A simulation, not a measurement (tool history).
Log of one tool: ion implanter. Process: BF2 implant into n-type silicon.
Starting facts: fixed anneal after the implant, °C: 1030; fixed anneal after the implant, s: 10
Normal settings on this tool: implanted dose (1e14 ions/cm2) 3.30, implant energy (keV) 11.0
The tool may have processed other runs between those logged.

run	hour	implanted dose (1e14 ions/cm2)	implant energy (keV)	read-back reference wafer on the same gauge, sheet resistance	sheet resistance of the implanted and annealed layer (ohm/square)
1	0.0	3.30	11.0	311.73	366.28
2	67.1	3.30	11.0	311.73	367.82
3	157.4	3.30	11.0	310.97	367.32
4	241.1	3.30	11.0	311.47	371.64
5	285.9	3.30	11.0	311.08	370.19
6	337.6	3.30	12.0	311.05	362.06
7	380.7	3.30	11.0	311.35	365.89
8	474.1	3.30	11.0	311.27	373.28
9	544.6	3.30	11.0	311.26	370.65
10	645.9	3.30	11.0	311.13	373.00
11	710.7	3.30	11.0	311.15	370.42
# hour 732.2: extraction supply calibrated
12	817.7	3.30	11.0	310.46	371.70
13	872.2	3.30	11.0	311.18	374.65
14	950.1	3.30	13.5	311.03	357.81
15	1035.1	3.30	11.0	311.37	368.85
16	1083.1	2.34	12.0	311.08	481.27
# hour 1144.7: gauge calibrated
17	1160.5	2.83	14.5	311.34	400.79
18	1247.9	3.69	11.0	310.79	342.44
19	1342.4	2.42	14.5	310.48	455.24
20	1394.8	2.93	7.5	311.27	438.73
21	1513.8	3.30	11.0	310.52	372.33
# hour 1545.3: Faraday cup replaced and dose calibrated
22	1593.4	2.54	7.5	311.12	484.16
23	1672.0	3.30	11.0	311.03	364.05
24	1712.0	2.96	9.5	310.66	405.14
25	1774.5	3.30	11.0	311.04	364.22
26	1880.3	2.47	11.0	310.94	460.27
27	1920.3	2.38	13.5	311.20	466.04
28	1999.1	3.30	11.0	310.94	367.54
29	2036.2	2.49	11.0	311.14	461.48

Branching from run 29: 3 alternative next runs. What would each branch give?
A	2036.6	2.63	11.0	?	?
B	2036.6	2.45	11.0	?	?
C	2036.6	2.78	11.0	?	?

run	read-back reference wafer on the same gauge, sheet resistance	sheet resistance of the implanted and annealed layer (ohm/square)
A	310.89	439.49
B	310.89	465.53
C	310.89	420.59
Without the tool's unlogged condition, the same runs would have read:
run	sheet resistance of the implanted and annealed layer (ohm/square)
A	432.78
B	458.23
C	414.31

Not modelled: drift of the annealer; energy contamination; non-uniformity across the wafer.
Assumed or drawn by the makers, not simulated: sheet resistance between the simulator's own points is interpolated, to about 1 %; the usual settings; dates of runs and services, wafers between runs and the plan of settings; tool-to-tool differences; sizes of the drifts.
